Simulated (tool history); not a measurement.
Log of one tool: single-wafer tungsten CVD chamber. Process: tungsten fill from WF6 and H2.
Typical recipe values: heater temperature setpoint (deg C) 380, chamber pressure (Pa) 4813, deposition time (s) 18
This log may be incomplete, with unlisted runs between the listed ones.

run,day,heater temperature setpoint (deg C),chamber pressure (Pa),deposition time (s),"read-back reference wafer on the same gauge, thickness_nm",mean film thickness on the monitor wafer (nm)
1,0,380,4813,18,49.05,43.791
2,0.5,380,4813,18,49.086,43.656
# day 1.512: gauge calibrated
3,1.6,380,4813,18,49.089,44.212
4,2.733,380,4813,18,49.037,44.44
5,3.496,380,4813,18,49.205,44.161
6,4.342,380,4813,18,49.09,44.29
7,4.958,380,4813,18,49.118,44.597
# day 5.525: capacitance manometer re-zeroed and calibrated
# day 5.696: showerhead replaced
8,5.854,380,4813,18,49.125,44.806
# day 6.358: thermocouple changed; heater temperature recalibrated
9,6.45,380,4813,19.8,49.105,44.585
10,7.788,380,5733,18,49.138,46.315
11,8.554,380,3840,18,49.119,33.092

Forecast run 12:
12,9.638,392,3973,19.6,?,?

{"run 12": {"read-back reference wafer on the same gauge, thickness_nm": 49.089, "mean film thickness on the monitor wafer (nm)": 46.96}}
If the tool had no hidden condition, the same run with the same run-to-run variation would have returned mean film thickness on the monitor wafer (nm) 47.534.

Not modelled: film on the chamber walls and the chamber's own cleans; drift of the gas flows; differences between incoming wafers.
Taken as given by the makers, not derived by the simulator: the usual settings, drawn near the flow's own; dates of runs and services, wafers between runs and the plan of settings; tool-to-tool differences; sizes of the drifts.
